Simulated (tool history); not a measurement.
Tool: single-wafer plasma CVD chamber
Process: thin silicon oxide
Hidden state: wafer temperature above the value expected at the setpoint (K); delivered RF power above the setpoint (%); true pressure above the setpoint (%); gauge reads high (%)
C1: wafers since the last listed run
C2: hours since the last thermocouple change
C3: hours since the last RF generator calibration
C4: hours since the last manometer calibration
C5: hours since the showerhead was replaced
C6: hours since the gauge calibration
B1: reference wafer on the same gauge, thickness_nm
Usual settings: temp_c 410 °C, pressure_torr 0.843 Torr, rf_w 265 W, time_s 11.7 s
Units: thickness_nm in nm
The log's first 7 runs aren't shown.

Run 8, day 6.246: usual settings but temp_c 403 °C, rf_w 235 W; C1 505; C2 2037.7; C3 590.4; C4 812.8; C5 5429.8; C6 663.5; B1 25.949. Result: thickness_nm 21.66 nm.
Run 9, day 7.671: usual settings but temp_c 403 °C, rf_w 235 W; C1 685; C2 2071.9; C3 624.6; C4 847; C5 5464; C6 697.7; B1 25.966. Result: thickness_nm 21.706 nm.
Run 10, day 8.788: usual settings; C1 537; C2 2098.7; C3 651.4; C4 873.8; C5 5490.8; C6 724.5; B1 25.991. Result: thickness_nm 23.049 nm.
At day 9.875: showerhead replaced.
Run 11, day 9.896: usual settings; C1 373; C2 2125.3; C3 678; C4 900.4; C5 0.5; C6 751.1; B1 26.02. Result: thickness_nm 22.974 nm.
Run 12, day 10.458: usual settings but pressure_torr 0.776 Torr; C1 270; C2 2138.8; C3 691.5; C4 913.9; C5 14; C6 764.6; B1 26.038. Result: thickness_nm 21.759 nm.
Run 13, day 11.833: usual settings but pressure_torr 0.776 Torr; C1 661; C2 2171.8; C3 724.5; C4 946.9; C5 47; C6 797.6; B1 26.099. Result: thickness_nm 21.76 nm.
At day 12.775: capacitance manometer re-zeroed and calibrated.
Run 14, day 13.083: usual settings but pressure_torr 0.776 Torr; C1 441; C2 2201.8; C3 754.5; C4 7.4; C5 77; C6 827.6; B1 26.109. Result: thickness_nm 21.709 nm.
Run 15, day 14.429: usual settings; C1 647; C2 2234.1; C3 786.8; C4 39.7; C5 109.3; C6 859.9; B1 26.153. Result: thickness_nm 23.262 nm.
Run 16, day 15.421: usual settings; C1 477; C2 2257.9; C3 810.6; C4 63.5; C5 133.1; C6 883.7; B1 26.155. Result: thickness_nm 23.246 nm.
Run 17, day 16.288: usual settings but temp_c 418 °C, pressure_torr 0.732 Torr, rf_w 280 W; C1 417; C2 2278.7; C3 831.4; C4 84.3; C5 153.9; C6 904.5; B1 26.175. Result: thickness_nm 21.457 nm.
At day 16.862: gauge calibrated.
Run 18, day 17.571: usual settings but rf_w 220 W, time_s 13 s; C1 617; C2 2309.5; C3 862.2; C4 115.1; C5 184.7; C6 17; B1 25.264. Result: thickness_nm 22.746 nm.
Run 19, day 18.217: usual settings; C1 310; C2 2325; C3 877.7; C4 130.6; C5 200.2; C6 32.5; B1 25.265. Result: thickness_nm 22.487 nm.
At day 18.912: thermocouple changed; heater temperature recalibrated.
At day 19.821: RF generator calibrated.
Run 20, day 19.842: usual settings but time_s 13.3 s; C1 461; C2 22.3; C3 0.5; C4 169.6; C5 239.2; C6 71.5; B1 25.275. Result: thickness_nm 25.656 nm.
Run 21, day 20.821: usual settings but pressure_torr 0.739 Torr, rf_w 215 W, time_s 9.7 s; C1 471; C2 45.8; C3 24; C4 193.1; C5 262.7; C6 95; B1 25.316. Result: thickness_nm 15.356 nm.
Run 22, day 21.671: usual settings but temp_c 423 °C, time_s 12.8 s; C1 409; C2 66.2; C3 44.4; C4 213.5; C5 283.1; C6 115.4; B1 25.361. Result: thickness_nm 24.135 nm.
Run 23, day 22.488: usual settings; C1 393; C2 85.8; C3 64; C4 233.1; C5 302.7; C6 135; B1 25.328. Result: thickness_nm 22.426 nm.
Run 24, day 23.225: usual settings; C1 355; C2 103.5; C3 81.7; C4 250.8; C5 320.4; C6 152.7; B1 25.377. Result: thickness_nm 22.406 nm.
Run 25, day 24.15: usual settings but pressure_torr 0.764 Torr, rf_w 305 W, time_s 10.4 s; C1 445; C2 125.7; C3 103.9; C4 273; C5 342.6; C6 174.9; B1 25.411. Result: thickness_nm 19.805 nm.
Run 26, day 25.35: usual settings; C1 577; C2 154.5; C3 132.7; C4 301.8; C5 371.4; C6 203.7; B1 25.451. Result: thickness_nm 22.634 nm.
Run 27, day 25.938: usual settings but temp_c 415 °C, rf_w 315 W, time_s 10.7 s; C1 282; C2 168.6; C3 146.8; C4 315.9; C5 385.5; C6 217.8; B1 25.423. Result: thickness_nm 22.235 nm.
Run 28, day 27.371: usual settings; C1 689; C2 203; C3 181.2; C4 350.3; C5 419.9; C6 252.2; B1 25.48. Result: thickness_nm 22.588 nm.
Run 29, day 28.217: usual settings but rf_w 225 W, time_s 10.7 s; C1 407; C2 223.3; C3 201.5; C4 370.6; C5 440.2; C6 272.5; B1 25.505. Result: thickness_nm 19.151 nm.
Run 30, day 29.633: usual settings but temp_c 400 °C, rf_w 215 W, time_s 10.8 s; C1 681; C2 257.3; C3 235.5; C4 404.6; C5 474.2; C6 306.5; B1 25.535. Result: thickness_nm 18.963 nm.

3 ways to go on from here, each from the tool as it stands after run 30. What would each give?
Run A, day 29.65: usual settings; C1 8; C2 257.7; C3 235.9; C4 405; C5 474.6; C6 306.9; B1 ?. Result: thickness_nm ?.
Run B, day 29.65: usual settings but pressure_torr 0.719 Torr, time_s 14 s; C1 8; C2 257.7; C3 235.9; C4 405; C5 474.6; C6 306.9; B1 ?. Result: thickness_nm ?.
Run C, day 29.65: usual settings but temp_c 415 °C, rf_w 250 W; C1 8; C2 257.7; C3 235.9; C4 405; C5 474.6; C6 306.9; B1 ?. Result: thickness_nm ?.

run      B1  thickness_nm
  A  25.571        22.605
  B  25.571        24.117
  C  25.571        21.944
Without the tool's hidden state the same runs would have given:
run  thickness_nm
  A        22.301
  B        23.792
  C        21.648

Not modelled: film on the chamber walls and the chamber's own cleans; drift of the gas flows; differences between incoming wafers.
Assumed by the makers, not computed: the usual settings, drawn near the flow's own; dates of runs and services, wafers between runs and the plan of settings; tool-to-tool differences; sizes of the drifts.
